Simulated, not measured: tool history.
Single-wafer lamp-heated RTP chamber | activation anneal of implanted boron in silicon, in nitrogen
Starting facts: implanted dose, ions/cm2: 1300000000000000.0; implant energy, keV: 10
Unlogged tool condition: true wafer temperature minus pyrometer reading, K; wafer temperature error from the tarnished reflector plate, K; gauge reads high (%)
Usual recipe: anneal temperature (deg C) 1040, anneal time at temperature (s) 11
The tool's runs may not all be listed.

run,hour,anneal temperature (deg C),anneal time at temperature (s),wafers since the last listed run,wafers since the last pyrometer calibration,wafers since the reflector plate was cleaned,hours since the gauge calibration,"read-back reference wafer on the same gauge, sheet resistance",sheet resistance of the implanted and annealed layer (ohm/square)
1,0.0,1057,7,0,4987,885,121.9,130.16,106.39
2,17.8,1057,7,214,5201,1099,139.7,129.80,107.21
3,26.4,1057,7,103,5305,1203,148.3,130.01,107.51
4,34.9,1040,11,102,5407,1305,156.8,130.21,109.65
5,47.0,1030,11,145,5553,1451,168.9,129.87,111.38
6,63.7,1030,11,200,5754,1651,185.6,130.06,111.49
7,78.5,1030,11,178,5932,1830,200.4,129.91,111.91
8,88.6,1040,11,121,6053,1951,210.5,129.70,107.75
9,97.6,1040,7,108,6162,2059,219.5,130.17,111.78
10,112.1,1040,7,174,6336,2234,234.0,130.06,112.07
11,129.3,1040,14,206,6543,2441,251.2,130.04,108.09
# hour 129.6: gauge calibrated
12,136.3,1040,14,84,6627,2525,6.7,130.17,105.84
13,147.4,1063,11,133,6761,2659,17.8,130.03,102.29
14,158.2,1013,8,129,6891,2788,28.6,130.18,119.67
15,172.8,1030,11,175,7066,2964,43.2,129.96,111.42
16,189.2,1040,15,197,7264,3161,59.6,129.89,105.96
# hour 200.3: pyrometer window cleaned and pyrometer calibrated
17,200.8,1040,11,43,5,3205,71.2,130.15,110.37
18,213.6,1040,11,154,159,3359,84.0,130.17,108.37
# hour 222.7: reflector plate cleaned
19,224.2,1040,16,31,191,18,94.6,130.06,106.30
20,236.1,1040,11,143,334,161,106.5,130.09,109.04
21,251.0,1040,11,179,513,340,121.4,130.11,108.43
22,291.4,1030,14,486,999,826,161.8,130.14,111.61
23,300.5,1040,8,109,1109,936,170.9,129.99,110.56
24,318.4,1059,11,215,1324,1151,188.8,129.95,103.01
25,325.0,1040,6,79,1403,1231,195.4,129.87,111.30
26,336.6,1068,7,139,1543,1370,207.0,129.95,104.13

For each run, what was the tool's unlogged condition?
true wafer temperature minus pyrometer reading, K: 0, the same for each run
wafer temperature error from the tarnished reflector plate, K: 0, the same for each run
gauge reads high (%): 0, the same for each run
